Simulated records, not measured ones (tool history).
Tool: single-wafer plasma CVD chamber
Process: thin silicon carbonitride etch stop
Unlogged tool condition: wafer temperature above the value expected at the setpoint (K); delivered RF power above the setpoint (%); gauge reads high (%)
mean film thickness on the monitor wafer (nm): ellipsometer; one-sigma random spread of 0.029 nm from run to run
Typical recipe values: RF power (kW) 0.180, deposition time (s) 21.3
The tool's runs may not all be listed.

run	hour	RF power (kW)	deposition time (s)	wafers since the last listed run	hours since the last thermocouple change	hours since the last RF generator calibration	hours since the showerhead was replaced	hours since the gauge calibration	read-back reference wafer on the same gauge, thickness_nm	mean film thickness on the monitor wafer (nm)
1	0.0	0.180	21.3	0	1651.7	900.3	5623.4	89.3	13.698	12.258
2	8.1	0.180	20.0	105	1659.8	908.4	5631.5	97.4	13.696	11.536
3	22.2	0.180	21.3	183	1673.9	922.5	5645.6	111.5	13.695	12.311
4	39.9	0.180	21.3	230	1691.6	940.2	5663.3	129.2	13.699	12.304
5	53.8	0.180	21.3	180	1705.5	954.1	5677.2	143.1	13.702	12.310
6	63.4	0.195	21.3	124	1715.1	963.7	5686.8	152.7	13.706	12.709
7	69.6	0.180	22.3	80	1721.3	969.9	5693.0	158.9	13.696	12.770
8	76.7	0.180	22.3	92	1728.4	977.0	5700.1	166.0	13.698	12.873
# hour 84.8: gauge calibrated
9	91.2	0.180	22.3	188	1742.9	991.5	5714.6	6.4	13.699	12.851
# hour 102.0: showerhead replaced
10	126.9	0.180	19.2	360	1778.6	1027.2	24.9	42.1	13.691	11.018
11	142.7	0.180	19.2	205	1794.4	1043.0	40.7	57.9	13.697	11.033
# hour 151.0: thermocouple changed; heater temperature recalibrated
# hour 155.0: RF generator calibrated
12	156.5	0.180	21.3	23	5.5	1.5	54.5	71.7	13.704	12.677
13	173.6	0.165	17.5	222	22.6	18.6	71.6	88.8	13.702	10.002
14	183.7	0.150	18.1	131	32.7	28.7	81.7	98.9	13.692	9.889
15	200.4	0.180	19.5	217	49.4	45.4	98.4	115.6	13.691	11.604
16	208.4	0.155	19.7	104	57.4	53.4	106.4	123.6	13.706	10.942
17	222.6	0.180	21.3	184	71.6	67.6	120.6	137.8	13.693	12.664
18	233.3	0.180	21.3	139	82.3	78.3	131.3	148.5	13.694	12.650
19	246.9	0.165	19.9	176	95.9	91.9	144.9	162.1	13.696	11.372
# hour 255.3: gauge calibrated
20	263.0	0.180	21.3	209	112.0	108.0	161.0	7.7	13.701	12.732
21	269.7	0.180	17.6	87	118.7	114.7	167.7	14.4	13.695	10.443
22	281.5	0.200	18.8	153	130.5	126.5	179.5	26.2	13.692	11.713
23	292.8	0.190	24.3	146	141.8	137.8	190.8	37.5	13.706	14.774
24	306.5	0.195	22.7	178	155.5	151.5	204.5	51.2	13.700	13.938
25	319.2	0.160	23.9	165	168.2	164.2	217.2	63.9	13.695	13.413

Predict each of these 4 candidate next runs independently; none follows another, all start after run 25:
A	319.6	0.160	21.3	5	168.6	164.6	217.6	64.3	?	?
B	319.6	0.180	18.7	5	168.6	164.6	217.6	64.3	?	?
C	319.6	0.195	24.4	5	168.6	164.6	217.6	64.3	?	?
D	319.6	0.165	24.6	5	168.6	164.6	217.6	64.3	?	?

run	read-back reference wafer on the same gauge, thickness_nm	mean film thickness on the monitor wafer (nm)
A	13.705	11.984
B	13.705	11.121
C	13.705	15.040
D	13.705	14.048
Had the tool no hidden state, the same runs would have come out as:
run	mean film thickness on the monitor wafer (nm)
A	12.063
B	11.195
C	15.139
D	14.141

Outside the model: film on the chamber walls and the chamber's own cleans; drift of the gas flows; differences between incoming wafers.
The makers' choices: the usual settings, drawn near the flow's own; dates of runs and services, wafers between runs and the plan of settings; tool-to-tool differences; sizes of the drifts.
